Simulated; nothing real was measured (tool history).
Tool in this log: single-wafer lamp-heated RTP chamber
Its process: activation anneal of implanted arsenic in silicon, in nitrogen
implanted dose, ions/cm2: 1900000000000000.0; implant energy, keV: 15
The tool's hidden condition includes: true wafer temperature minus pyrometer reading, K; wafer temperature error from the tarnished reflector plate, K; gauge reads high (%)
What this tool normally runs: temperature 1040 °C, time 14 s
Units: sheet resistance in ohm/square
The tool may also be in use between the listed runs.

| run | hour | temperature | time | wafers since the last listed run | wafers since the last pyrometer calibration | wafers since the reflector plate was cleaned | hours since the gauge calibration | read-back reference wafer on the same gauge, sheet resistance | sheet resistance |
|---|---|---|---|---|---|---|---|---|---|
| 1 | 0 | 1040 | 16 | 0 | 2075 | 1179 | 467.5 | 113.85 | 98.12 |
| 2 | 44.7 | 1040 | 16 | 693 | 2769 | 1873 | 512.2 | 113.99 | 97.11 |
|  | 82.1 | pyrometer window cleaned and pyrometer calibrated |
| 3 | 106.4 | 1040 | 16 | 832 | 376 | 2706 | 573.9 | 114.09 | 98.32 |
| 4 | 131 | 1040 | 14 | 381 | 758 | 3087 | 598.5 | 114.09 | 100.83 |
|  | 150.5 | reflector plate cleaned |
| 5 | 188.1 | 1040 | 14 | 761 | 1519 | 583 | 655.6 | 113.97 | 101.06 |
| 6 | 232.9 | 1040 | 14 | 694 | 2214 | 1278 | 700.4 | 114.03 | 100.35 |
| 7 | 300.6 | 1040 | 14 | 1049 | 3264 | 2328 | 768.1 | 114.11 | 98.59 |
|  | 314.4 | pyrometer window cleaned and pyrometer calibrated |
| 8 | 330.4 | 1049 | 14 | 338 | 248 | 2666 | 797.9 | 113.92 | 95.79 |
| 9 | 371.1 | 1049 | 14 | 631 | 879 | 3297 | 838.6 | 114.01 | 95.94 |
|  | 396.5 | reflector plate cleaned |
| 10 | 397 | 1049 | 14 | 277 | 1157 | 8 | 864.5 | 114.08 | 97.16 |
| 11 | 440 | 1040 | 14 | 666 | 1824 | 675 | 907.5 | 113.98 | 101.26 |
|  | 523 | pyrometer window cleaned and pyrometer calibrated |
|  | 540.3 | gauge calibrated |
| 12 | 545.2 | 1056 | 14 | 1507 | 344 | 2182 | 4.9 | 113.83 | 92.42 |
| 13 | 583.6 | 1052 | 8 | 595 | 940 | 2778 | 43.3 | 113.98 | 104.69 |
| 14 | 643.3 | 1040 | 14 | 925 | 1866 | 3704 | 103 | 113.93 | 98.52 |
|  | 657.3 | reflector plate cleaned |
| 15 | 703.4 | 1052 | 21 | 808 | 2674 | 714 | 163.1 | 114.16 | 85.26 |
|  | 747.9 | pyrometer window cleaned and pyrometer calibrated |
| 16 | 751.1 | 1040 | 10 | 615 | 49 | 1329 | 210.8 | 114.01 | 108.88 |
| 17 | 777.8 | 1040 | 14 | 414 | 463 | 1744 | 237.5 | 113.97 | 101.74 |

Run 18 is up next; what results do you expect?
| 18 | 840.5 | 1012 | 16 | 972 | 1435 | 2716 | 300.2 | ? | ? |

Run 18 gave read-back reference wafer on the same gauge, sheet resistance 114.11, sheet resistance 114.29 ohm/square.
Were there no unlogged condition in the tool, this run, its random variation unchanged, would have produced sheet resistance 116.55 ohm/square.
